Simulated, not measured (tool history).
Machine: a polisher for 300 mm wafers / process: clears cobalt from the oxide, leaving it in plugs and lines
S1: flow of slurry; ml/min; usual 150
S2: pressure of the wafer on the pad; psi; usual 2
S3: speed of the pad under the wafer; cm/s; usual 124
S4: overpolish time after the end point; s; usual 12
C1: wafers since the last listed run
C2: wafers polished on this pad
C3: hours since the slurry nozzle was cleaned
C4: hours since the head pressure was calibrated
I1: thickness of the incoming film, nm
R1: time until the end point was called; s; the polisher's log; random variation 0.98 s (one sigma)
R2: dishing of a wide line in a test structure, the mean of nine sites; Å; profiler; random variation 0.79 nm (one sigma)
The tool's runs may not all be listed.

Run 1, hour 0: usual settings but S2 1.7 psi; C1 0; C2 1310; C3 5.4; C4 262.8; I1 383.4. Result: R1 84.5 s, R2 384 Å.
At hour 25.3: worn pad replaced by a new one.
Run 2, hour 44.1: usual settings but S2 1.7 psi; C1 221; C2 103; C3 49.5; C4 306.9; I1 376.6. Result: R1 79.8 s, R2 381 Å.
Run 3, hour 129: usual settings but S2 1.7 psi; C1 469; C2 573; C3 134.4; C4 391.8; I1 381.9. Result: R1 83.1 s, R2 377 Å.
Run 4, hour 230.4: usual settings; C1 561; C2 1134; C3 235.8; C4 493.2; I1 379.3. Result: R1 71.1 s, R2 413 Å.
At hour 282.7: worn pad replaced by a new one.
Run 5, hour 283.2: usual settings but S1 170 ml/min; C1 270; C2 2; C3 288.6; C4 546; I1 384.4. Result: R1 70.2 s, R2 414 Å.
Run 6, hour 355.5: usual settings but S1 170 ml/min; C1 400; C2 402; C3 360.9; C4 618.3; I1 374.6. Result: R1 68.8 s, R2 409 Å.
Run 7, hour 455.8: usual settings; C1 554; C2 957; C3 461.2; C4 718.6; I1 379. Result: R1 70.6 s, R2 415 Å.
Run 8, hour 512.8: usual settings but S3 92 cm/s; C1 315; C2 1273; C3 518.2; C4 775.6; I1 381.6. Result: R1 95.7 s, R2 346 Å.
At hour 534.8: worn pad replaced by a new one.
Run 9, hour 597.1: usual settings; C1 444; C2 344; C3 602.5; C4 859.9; I1 385.1. Result: R1 71.3 s, R2 409 Å.
Run 10, hour 643.9: usual settings; C1 258; C2 603; C3 649.3; C4 906.7; I1 381. Result: R1 70.8 s, R2 406 Å.
Run 11, hour 725.7: usual settings but S2 1.4 psi; C1 452; C2 1056; C3 731.1; C4 988.5; I1 382.3. Result: R1 103.2 s, R2 340 Å.
Run 12, hour 763.2: usual settings but S1 200 ml/min; C1 207; C2 1263; C3 768.6; C4 1026; I1 377.4. Result: R1 67.5 s, R2 422 Å.
Run 13, hour 800.4: usual settings; C1 205; C2 1469; C3 805.8; C4 1063.2; I1 379.5. Result: R1 69.9 s, R2 415 Å.
At hour 807.7: slurry nozzle cleaned.
At hour 832.6: worn pad replaced by a new one.
Run 14, hour 854.3: usual settings; C1 270; C2 120; C3 46.6; C4 1117.1; I1 378.5. Result: R1 70.6 s, R2 412 Å.
Run 15, hour 935.8: usual settings but S2 1.8 psi; C1 450; C2 571; C3 128.1; C4 1198.6; I1 376.1. Result: R1 76.7 s, R2 392 Å.
At hour 949.3: head pressure recalibrated.
Run 16, hour 1037.5: usual settings; C1 551; C2 1122; C3 229.8; C4 88.2; I1 385.5. Result: R1 70.8 s, R2 403 Å.
Run 17, hour 1122.6: usual settings but S2 1.7 psi; C1 470; C2 1593; C3 314.9; C4 173.3; I1 378. Result: R1 83 s, R2 382 Å.
At hour 1153: worn pad replaced by a new one.
Run 18, hour 1197.2: usual settings but S1 195 ml/min; C1 390; C2 244; C3 389.5; C4 247.9; I1 380.6. Result: R1 69.6 s, R2 421 Å.
Run 19, hour 1280.6: usual settings but S3 102 cm/s; C1 461; C2 706; C3 472.9; C4 331.3; I1 383.7. Result: R1 86.2 s, R2 374 Å.
Run 20, hour 1348.7: usual settings but S2 2.6 psi; C1 376; C2 1082; C3 541; C4 399.4; I1 381.1. Result: R1 54.1 s, R2 456 Å.
Run 21, hour 1400.3: usual settings but S4 7 s; C1 285; C2 1368; C3 592.6; C4 451; I1 379.7. Result: R1 69.8 s, R2 295 Å.

Hidden state at the last listed run before each entry between runs and at the first one after, where it differs:
After run 1, before run 2: worn pad replaced by a new one (hour 25.3)
  both runs share identical hidden conditions
After run 4, before run 5: worn pad replaced by a new one (hour 282.7)
  both runs share identical hidden conditions
After run 8, before run 9: worn pad replaced by a new one (hour 534.8)
  both runs share identical hidden conditions
After run 13, before run 14: slurry nozzle cleaned (hour 807.7); worn pad replaced by a new one (hour 832.6)
  both runs share identical hidden conditions
After run 15, before run 16: head pressure recalibrated (hour 949.3)
  both runs share identical hidden conditions
After run 17, before run 18: worn pad replaced by a new one (hour 1153)
  both runs share identical hidden conditions

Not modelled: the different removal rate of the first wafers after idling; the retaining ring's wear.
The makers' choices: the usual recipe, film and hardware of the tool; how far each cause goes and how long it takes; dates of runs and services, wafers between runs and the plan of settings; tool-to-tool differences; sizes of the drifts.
